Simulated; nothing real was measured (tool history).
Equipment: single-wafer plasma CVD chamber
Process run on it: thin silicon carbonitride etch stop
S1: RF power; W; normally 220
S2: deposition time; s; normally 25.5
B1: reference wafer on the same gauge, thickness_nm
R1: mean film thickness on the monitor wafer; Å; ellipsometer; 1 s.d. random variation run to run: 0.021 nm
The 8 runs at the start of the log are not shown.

Run 9, day 5.717: usual settings but S1 250 W; B1 14.691. Result: R1 142.1 Å.
Run 10, day 6.038: usual settings but S1 250 W; B1 14.703. Result: R1 142.02 Å.
Run 11, day 6.55: usual settings but S1 250 W, S2 22.7 s; B1 14.694. Result: R1 126.66 Å.
Run 12, day 6.879: usual settings but S1 250 W, S2 22.7 s; B1 14.691. Result: R1 126.58 Å.
Run 13, day 7.275: usual settings but S1 250 W, S2 22.7 s; B1 14.698. Result: R1 126.61 Å.
Run 14, day 7.671: usual settings but S2 23.5 s; B1 14.7. Result: R1 124.64 Å.
At day 8.1: thermocouple changed; heater temperature recalibrated.
Run 15, day 8.129: usual settings but S2 23.5 s; B1 14.7. Result: R1 124.69 Å.
Run 16, day 8.567: usual settings but S1 245 W, S2 24.1 s; B1 14.703. Result: R1 133.49 Å.
At day 9.008: showerhead replaced.
At day 9.325: RF generator calibrated.
Run 17, day 9.346: usual settings but S1 200 W, S2 28.1 s; B1 14.697. Result: R1 147.99 Å.
Run 18, day 9.683: usual settings but S1 235 W, S2 30.4 s; B1 14.705. Result: R1 171.01 Å.
Run 19, day 10.117: usual settings but S1 180 W, S2 23.5 s; B1 14.69. Result: R1 118.52 Å.
At day 10.554: gauge calibrated.
Run 20, day 10.788: usual settings but S1 210 W; B1 14.69. Result: R1 137.07 Å.
Run 21, day 11.208: usual settings but S1 255 W, S2 22.9 s; B1 14.692. Result: R1 132.19 Å.
Run 22, day 11.496: usual settings but S1 245 W, S2 27.2 s; B1 14.708. Result: R1 154.73 Å.
Run 23, day 11.754: usual settings but S1 195 W; B1 14.688. Result: R1 132.91 Å.
Run 24, day 12.192: usual settings but S1 185 W, S2 22.2 s; B1 14.694. Result: R1 113.15 Å.
Run 25, day 12.738: usual settings; B1 14.685. Result: R1 139.41 Å.
Run 26, day 13.442: usual settings but S1 255 W, S2 21 s; B1 14.692. Result: R1 120.98 Å.
Run 27, day 13.983: usual settings; B1 14.706. Result: R1 138.95 Å.
Run 28, day 14.454: usual settings but S1 250 W, S2 29.3 s; B1 14.707. Result: R1 167.57 Å.
Run 29, day 14.858: usual settings but S1 260 W, S2 27.2 s; B1 14.702. Result: R1 157.62 Å.
Run 30, day 15.546: usual settings; B1 14.702. Result: R1 138.82 Å.

Here are 4 independent what-if runs from the current tool condition. What would each one return?
Run A, day 15.562: usual settings; B1 ?. Result: R1 ?.
Run B, day 15.562: usual settings but S1 260 W, S2 29.4 s; B1 ?. Result: R1 ?.
Run C, day 15.562: usual settings but S1 255 W, S2 29.3 s; B1 ?. Result: R1 ?.
Run D, day 15.562: usual settings but S1 180 W, S2 30 s; B1 ?. Result: R1 ?.

run     B1      R1
  A  14.69  138.52
  B  14.69  169.97
  C  14.69  168.19
  D  14.69  150.64
Stripped of hidden state, with their random variation kept, the same runs would have yielded:
run      R1
  A  139.83
  B  171.57
  C  169.77
  D  152.06
